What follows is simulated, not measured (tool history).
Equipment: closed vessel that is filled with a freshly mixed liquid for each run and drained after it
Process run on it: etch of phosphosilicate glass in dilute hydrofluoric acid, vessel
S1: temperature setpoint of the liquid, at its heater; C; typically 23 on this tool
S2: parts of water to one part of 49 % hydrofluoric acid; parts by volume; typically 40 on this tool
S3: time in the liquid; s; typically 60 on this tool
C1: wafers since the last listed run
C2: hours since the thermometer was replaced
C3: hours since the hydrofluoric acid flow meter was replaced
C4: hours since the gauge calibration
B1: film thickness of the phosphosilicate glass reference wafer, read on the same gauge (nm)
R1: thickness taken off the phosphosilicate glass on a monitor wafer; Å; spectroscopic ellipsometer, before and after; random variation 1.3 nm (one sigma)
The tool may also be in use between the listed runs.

| run | hour | S1 | S2 | S3 | C1 | C2 | C3 | C4 | B1 | R1 |
|---|---|---|---|---|---|---|---|---|---|---|
| 1 | 0 | 23 | 40 | 60 | 0 | 1783.2 | 1224.5 | 363.1 | 130 | 2025.8 |
| 2 | 60.9 | 23 | 40 | 60 | 6827 | 1844.1 | 1285.4 | 424 | 130.03 | 2058.7 |
| 3 | 98.9 | 23 | 40 | 60 | 4259 | 1882.1 | 1323.4 | 462 | 130 | 2050.3 |
| 4 | 184.6 | 23 | 30 | 50 | 9607 | 1967.8 | 1409.1 | 547.7 | 130 | 2285.4 |
| 5 | 288 | 23 | 40 | 60 | 11591 | 2071.2 | 1512.5 | 651.1 | 130.01 | 2036.4 |
|  | 377.2 | thermometer replaced |
|  | 384.4 | hydrofluoric acid flow meter replaced |
| 6 | 387.7 | 23 | 40 | 60 | 10952 | 10.5 | 3.3 | 750.8 | 130.02 | 1922.1 |
| 7 | 485.6 | 23 | 40 | 60 | 10974 | 108.4 | 101.2 | 848.7 | 129.98 | 1904.5 |
|  | 534.5 | thermometer replaced, repeated, since the last time left the tool worse |
| 8 | 566.6 | 23 | 20 | 60 | 8968 | 32.1 | 182.2 | 929.7 | 129.99 | 4457.9 |
|  | 610.9 | gauge calibrated |
| 9 | 654 | 19 | 50 | 40 | 9797 | 119.5 | 269.6 | 43.1 | 130.01 | 955.1 |
| 10 | 728.4 | 21 | 30 | 85 | 8340 | 193.9 | 344 | 117.5 | 129.99 | 3751.9 |
| 11 | 814.3 | 23 | 40 | 60 | 9629 | 279.8 | 429.9 | 203.4 | 130 | 2151.3 |
| 12 | 873 | 23 | 40 | 60 | 6580 | 338.5 | 488.6 | 262.1 | 129.97 | 2148.8 |
| 13 | 963 | 23 | 40 | 60 | 10089 | 428.5 | 578.6 | 352.1 | 130.02 | 2120.3 |
| 14 | 1058.1 | 20 | 50 | 40 | 10660 | 523.6 | 673.7 | 447.2 | 130 | 976.6 |
| 15 | 1163 | 26.5 | 50 | 35 | 11759 | 628.5 | 778.6 | 552.1 | 129.99 | 1111.8 |

Run-by-run hidden state of the tool:
hydrofluoric acid flow above the setpoint (%): 0 at every run
gauge reads high (%): 0 at every run
H1: liquid colder than its thermometer reads (K)
| run | H1 |
|---|---|
| 1 | 1.71 |
| 2 | 1.76 |
| 3 | 1.8 |
| 4 | 1.88 |
| 5 | 1.98 |
| 6 | 3.11 |
| 7 | 3.21 |
| 8 | 0.39 |
| 9 | 0.472 |
| 10 | 0.542 |
| 11 | 0.622 |
| 12 | 0.677 |
| 13 | 0.761 |
| 14 | 0.85 |
| 15 | 0.949 |

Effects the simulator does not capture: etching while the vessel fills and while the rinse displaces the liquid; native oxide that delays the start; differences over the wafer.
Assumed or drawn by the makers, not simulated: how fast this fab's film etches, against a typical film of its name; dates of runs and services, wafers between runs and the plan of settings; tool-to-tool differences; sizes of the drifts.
